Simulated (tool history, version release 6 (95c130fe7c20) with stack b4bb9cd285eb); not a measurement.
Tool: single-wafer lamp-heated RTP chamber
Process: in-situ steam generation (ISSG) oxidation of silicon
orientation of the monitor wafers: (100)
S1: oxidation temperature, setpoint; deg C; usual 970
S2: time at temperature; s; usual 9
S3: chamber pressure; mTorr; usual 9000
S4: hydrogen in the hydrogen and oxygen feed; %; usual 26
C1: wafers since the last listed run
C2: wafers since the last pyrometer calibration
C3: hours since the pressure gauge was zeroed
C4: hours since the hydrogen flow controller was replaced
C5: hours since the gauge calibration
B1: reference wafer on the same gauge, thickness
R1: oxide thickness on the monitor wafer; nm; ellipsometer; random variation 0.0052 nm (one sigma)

run,day,S1,S2,S3,S4,C1,C2,C3,C4,C5,B1,R1
1,0.000,970,9,9000,26,0,3114,1403.0,7267.5,73.3,3.009,3.507
2,1.233,970,9,9000,26,258,3372,1432.6,7297.1,102.9,3.009,3.507
3,2.133,970,9,9000,26,188,3561,1454.2,7318.7,124.5,3.011,3.511
4,2.933,970,9,9000,26,167,3728,1473.4,7337.9,143.7,3.008,3.509
5,5.867,970,9,9000,26,614,4342,1543.8,7408.3,214.1,3.009,3.517
# day 6.846: hydrogen flow controller replaced
6,6.867,970,9,9000,26,139,4482,1567.8,0.5,238.1,3.009,3.512
7,7.971,970,9,9000,26,231,4713,1594.3,27.0,264.6,3.009,3.516
8,9.312,970,9,9000,26,280,4994,1626.5,59.2,296.8,3.010,3.515
# day 9.950: pressure gauge zeroed
9,10.192,970,6,9000,26,114,5108,5.8,80.3,317.9,3.010,3.030
10,11.383,970,9,9000,26,249,5358,34.4,108.9,346.5,3.010,3.511
11,11.946,960,9,9000,29,117,5476,47.9,122.4,360.0,3.011,3.542
12,12.717,976,8,9000,26,161,5637,66.4,140.9,378.5,3.009,3.406
13,13.350,958,12,8200,31,132,5770,81.6,156.1,393.7,3.011,4.039
14,13.921,970,9,9000,26,119,5889,95.3,169.8,407.4,3.009,3.506
15,15.238,951,11,9000,26,275,6165,126.9,201.4,439.0,3.010,3.624
16,16.304,970,9,9000,26,223,6388,152.5,227.0,464.6,3.010,3.523
# day 16.350: gauge calibrated
17,17.333,961,12,9000,31,215,6604,177.2,251.7,23.6,3.010,4.017
18,18.421,970,9,9000,26,227,6832,203.3,277.8,49.7,3.009,3.521
19,18.967,970,7,9000,26,114,6946,216.4,290.9,62.8,3.011,3.214
20,19.479,970,9,9000,26,107,7053,228.7,303.2,75.1,3.010,3.523
# day 19.917: pyrometer window cleaned and pyrometer calibrated
21,20.271,970,9,9800,26,95,73,247.7,322.2,94.1,3.010,3.440
22,21.325,962,9,9000,26,220,294,273.0,347.5,119.4,3.010,3.431
23,22.000,970,9,9000,31,141,435,289.2,363.7,135.6,3.009,3.684
24,22.567,970,11,9000,30,118,554,302.8,377.3,149.2,3.009,3.922
25,23.125,970,9,10200,26,116,671,316.2,390.7,162.6,3.010,3.408
26,24.583,956,9,9500,32,305,976,351.2,425.7,197.6,3.011,3.552
27,25.129,960,12,9000,26,114,1091,364.3,438.8,210.7,3.010,3.795
28,26.133,970,12,10100,32,210,1301,388.4,462.9,234.8,3.011,4.024
29,27.067,976,8,7700,23,195,1496,410.8,485.3,257.2,3.010,3.328
30,28.196,979,11,8100,31,236,1733,437.9,512.4,284.3,3.009,4.129

Some steps in R1 between neighbouring runs. How much of each would the tool show without its hidden state too (settings, what came in, random variation), and how much is left for the hidden state, with any gauge scatter that isn't in both results?
The hidden state here: true wafer temperature minus pyrometer reading, K; true pressure minus gauge reading, Torr; deviation of the hydrogen flow from its setpoint, %; gauge reads high (%).
Run 9 -> 10: S2 6 -> 9. R1 +0.481 nm: hidden state +0.006, all else +0.475.
Run 12 -> 13: S1 976 -> 958, S2 8 -> 12, S3 9000 -> 8200, S4 26 -> 31. R1 +0.633 nm: hidden state +0.006, all else +0.627.
Run 20 -> 21: S3 9000 -> 9800, pyrometer window cleaned and pyrometer calibrated. R1 -0.083 nm: hidden state -0.024, all else -0.059.
Run 28 -> 29: S1 970 -> 976, S2 12 -> 8, S3 10100 -> 7700, S4 32 -> 23. R1 -0.696 nm: hidden state -0.002, all else -0.694.
Run 29 -> 30: S1 976 -> 979, S2 8 -> 11, S3 7700 -> 8100, S4 23 -> 31. R1 +0.801 nm: hidden state +0.004, all else +0.797.
